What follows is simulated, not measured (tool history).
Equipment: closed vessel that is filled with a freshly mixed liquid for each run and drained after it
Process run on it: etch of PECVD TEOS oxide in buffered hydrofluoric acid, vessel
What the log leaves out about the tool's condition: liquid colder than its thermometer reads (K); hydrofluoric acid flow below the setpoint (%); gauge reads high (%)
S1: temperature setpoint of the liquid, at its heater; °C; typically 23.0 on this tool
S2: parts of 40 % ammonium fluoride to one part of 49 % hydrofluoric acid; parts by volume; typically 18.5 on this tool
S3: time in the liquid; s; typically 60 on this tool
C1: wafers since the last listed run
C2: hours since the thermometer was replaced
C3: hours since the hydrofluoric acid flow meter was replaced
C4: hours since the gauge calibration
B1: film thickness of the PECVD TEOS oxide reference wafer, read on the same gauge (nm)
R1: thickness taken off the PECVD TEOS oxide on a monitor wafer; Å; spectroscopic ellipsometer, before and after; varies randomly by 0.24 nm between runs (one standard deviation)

run    hour    S1    S2  S3     C1      C2      C3      C4     B1      R1
  1     0.0  24.5  18.5  60      0  1836.4  1836.8   431.1  30.02   757.7
  2    60.1  24.5  18.5  60   8680  1896.5  1896.9   491.2  30.01   759.1
      102.7  -- hydrofluoric acid flow meter replaced
  3   106.3  24.5  18.5  60   6528  1942.7     3.6   537.4  30.02   758.3
  4   207.7  23.0  18.5  60  14645  2044.1   105.0   638.8  29.98   697.1
  5   303.0  23.0  18.5  60  13764  2139.4   200.3   734.1  30.00   697.7
  6   356.8  23.0  18.5  60   7770  2193.2   254.1   787.9  30.00   695.1
  7   423.5  25.5  18.5  60   9633  2259.9   320.8   854.6  29.97   800.8
  8   511.1  23.0  18.5  60  12652  2347.5   408.4   942.2  30.00   696.6
  9   583.2  23.0  16.5  60  10413  2419.6   480.5  1014.3  29.99   782.8
 10   679.9  23.0  16.5  60  13966  2516.3   577.2  1111.0  29.99   783.3
 11   781.0  23.0  16.5  60  14601  2617.4   678.3  1212.1  29.98   777.9
      931.3  -- gauge calibrated
 12   988.9  27.0  18.5  60  30027  2825.3   886.2    57.6  30.00   865.8
 13  1079.3  27.0  18.5  60  13056  2915.7   976.6   148.0  30.00   863.0
 14  1151.0  23.0  15.0  60  10355  2987.4  1048.3   219.7  30.00   862.4
 15  1239.8  23.0  25.0  85  12825  3076.2  1137.1   308.5  29.99   783.5
     1303.8  -- thermometer replaced
 16  1329.3  26.5  20.5  85  12782    25.5  1226.6   398.0  30.00  1090.5
 17  1397.7  23.0  18.5  60   9879    93.9  1295.0   466.4  30.00   697.0

Expected results for the next run?
 18  1469.9  27.5  14.0  30  10427  166.1  1367.2  538.6   ?   ?

B1: 29.99
R1: 585.7 Å
If the tool had no hidden condition, the same run with the same run-to-run variation would have returned R1 585.7 Å.

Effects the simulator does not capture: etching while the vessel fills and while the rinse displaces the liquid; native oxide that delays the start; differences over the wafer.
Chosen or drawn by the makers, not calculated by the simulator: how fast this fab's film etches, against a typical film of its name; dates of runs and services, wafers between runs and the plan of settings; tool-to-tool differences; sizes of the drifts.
